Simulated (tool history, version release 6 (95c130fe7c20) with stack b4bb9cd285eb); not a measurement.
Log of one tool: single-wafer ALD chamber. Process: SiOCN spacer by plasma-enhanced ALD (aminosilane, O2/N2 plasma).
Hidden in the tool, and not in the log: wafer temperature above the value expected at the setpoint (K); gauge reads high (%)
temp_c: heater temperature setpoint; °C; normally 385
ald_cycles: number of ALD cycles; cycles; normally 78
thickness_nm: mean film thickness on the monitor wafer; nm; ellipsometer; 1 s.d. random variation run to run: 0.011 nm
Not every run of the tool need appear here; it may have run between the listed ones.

| run | hour | temp_c | ald_cycles | wafers since the last listed run | hours since the last thermocouple change | hours since the gauge calibration | read-back reference wafer on the same gauge, thickness_nm | thickness_nm |
|---|---|---|---|---|---|---|---|---|
| 1 | 0 | 382 | 73 | 0 | 1805.4 | 29.6 | 5.302 | 4.303 |
| 2 | 35.8 | 382 | 73 | 101 | 1841.2 | 65.4 | 5.295 | 4.276 |
| 3 | 56.4 | 385 | 78 | 58 | 1861.8 | 86 | 5.283 | 4.574 |
| 4 | 74.4 | 385 | 78 | 50 | 1879.8 | 104 | 5.282 | 4.587 |
| 5 | 97.8 | 385 | 78 | 66 | 1903.2 | 127.4 | 5.285 | 4.564 |
| 6 | 128.3 | 385 | 78 | 86 | 1933.7 | 157.9 | 5.275 | 4.552 |
| 7 | 153.6 | 385 | 78 | 71 | 1959 | 183.2 | 5.266 | 4.578 |
| 8 | 178.3 | 385 | 90 | 69 | 1983.7 | 207.9 | 5.268 | 5.274 |
| 9 | 235.1 | 385 | 90 | 160 | 2040.5 | 264.7 | 5.247 | 5.234 |
| 10 | 259 | 385 | 86 | 67 | 2064.4 | 288.6 | 5.243 | 5.004 |
| 11 | 292.3 | 382 | 86 | 94 | 2097.7 | 321.9 | 5.239 | 5.029 |
| 12 | 308.8 | 385 | 78 | 46 | 2114.2 | 338.4 | 5.227 | 4.545 |
| 13 | 344.2 | 385 | 84 | 100 | 2149.6 | 373.8 | 5.227 | 4.875 |
| 14 | 379.5 | 385 | 84 | 99 | 2184.9 | 409.1 | 5.22 | 4.857 |
| 15 | 395 | 385 | 78 | 43 | 2200.4 | 424.6 | 5.217 | 4.521 |
| 16 | 424 | 385 | 78 | 82 | 2229.4 | 453.6 | 5.211 | 4.504 |
| 17 | 447.4 | 385 | 78 | 66 | 2252.8 | 477 | 5.208 | 4.501 |
| 18 | 475.7 | 385 | 78 | 80 | 2281.1 | 505.3 | 5.2 | 4.521 |
|  | 492.9 | gauge calibrated |
|  | 500.8 | thermocouple changed; heater temperature recalibrated |
| 19 | 505.1 | 394 | 65 | 60 | 4.3 | 12.2 | 5.319 | 3.818 |
| 20 | 534.9 | 377 | 90 | 84 | 34.1 | 42 | 5.304 | 5.297 |
| 21 | 567.5 | 370 | 93 | 92 | 66.7 | 74.6 | 5.293 | 5.434 |
| 22 | 586.6 | 389 | 73 | 54 | 85.8 | 93.7 | 5.301 | 4.281 |
| 23 | 599.5 | 399 | 73 | 36 | 98.7 | 106.6 | 5.291 | 4.271 |
| 24 | 625.1 | 391 | 92 | 72 | 124.3 | 132.2 | 5.284 | 5.39 |
| 25 | 638.3 | 371 | 63 | 37 | 137.5 | 145.4 | 5.284 | 3.696 |
| 26 | 655.2 | 378 | 73 | 47 | 154.4 | 162.3 | 5.276 | 4.286 |
| 27 | 742.2 | 385 | 90 | 246 | 241.4 | 249.3 | 5.259 | 5.243 |
| 28 | 773.4 | 371 | 63 | 88 | 272.6 | 280.5 | 5.259 | 3.693 |
| 29 | 786.7 | 399 | 86 | 37 | 285.9 | 293.8 | 5.248 | 4.972 |
| 30 | 812.5 | 385 | 84 | 73 | 311.7 | 319.6 | 5.243 | 4.882 |
| 31 | 841.1 | 376 | 84 | 80 | 340.3 | 348.2 | 5.235 | 4.889 |
| 32 | 854.1 | 380 | 88 | 36 | 353.3 | 361.2 | 5.234 | 5.1 |
| 33 | 870.5 | 385 | 78 | 46 | 369.7 | 377.6 | 5.235 | 4.531 |
| 34 | 883.6 | 372 | 82 | 37 | 382.8 | 390.7 | 5.232 | 4.764 |
| 35 | 907.6 | 385 | 78 | 67 | 406.8 | 414.7 | 5.223 | 4.526 |

How would selected steps in thickness_nm from run to run divide? Give the signed amount a tool lacking its hidden state would still show from settings, what came in and random variation, and the signed amount left for the hidden state, including any gauge scatter that is not in both of the compared results.
Run 18 -> 19: temp_c 385 -> 394, ald_cycles 78 -> 65, gauge calibrated, thermocouple changed; heater temperature recalibrated. thickness_nm -0.703 nm: hidden state +0.096, all else -0.799.
Run 19 -> 20: temp_c 394 -> 377, ald_cycles 65 -> 90. thickness_nm +1.479 nm: hidden state -0.007, all else +1.486.
Run 24 -> 25: temp_c 391 -> 371, ald_cycles 92 -> 63. thickness_nm -1.694 nm: hidden state +0.006, all else -1.7.
Run 26 -> 27: temp_c 378 -> 385, ald_cycles 73 -> 90. thickness_nm +0.957 nm: hidden state -0.025, all else +0.982.
Run 27 -> 28: temp_c 385 -> 371, ald_cycles 90 -> 63. thickness_nm -1.55 nm: hidden state +0.01, all else -1.56.
Run 28 -> 29: temp_c 371 -> 399, ald_cycles 63 -> 86. thickness_nm +1.279 nm: hidden state -0.017, all else +1.296.
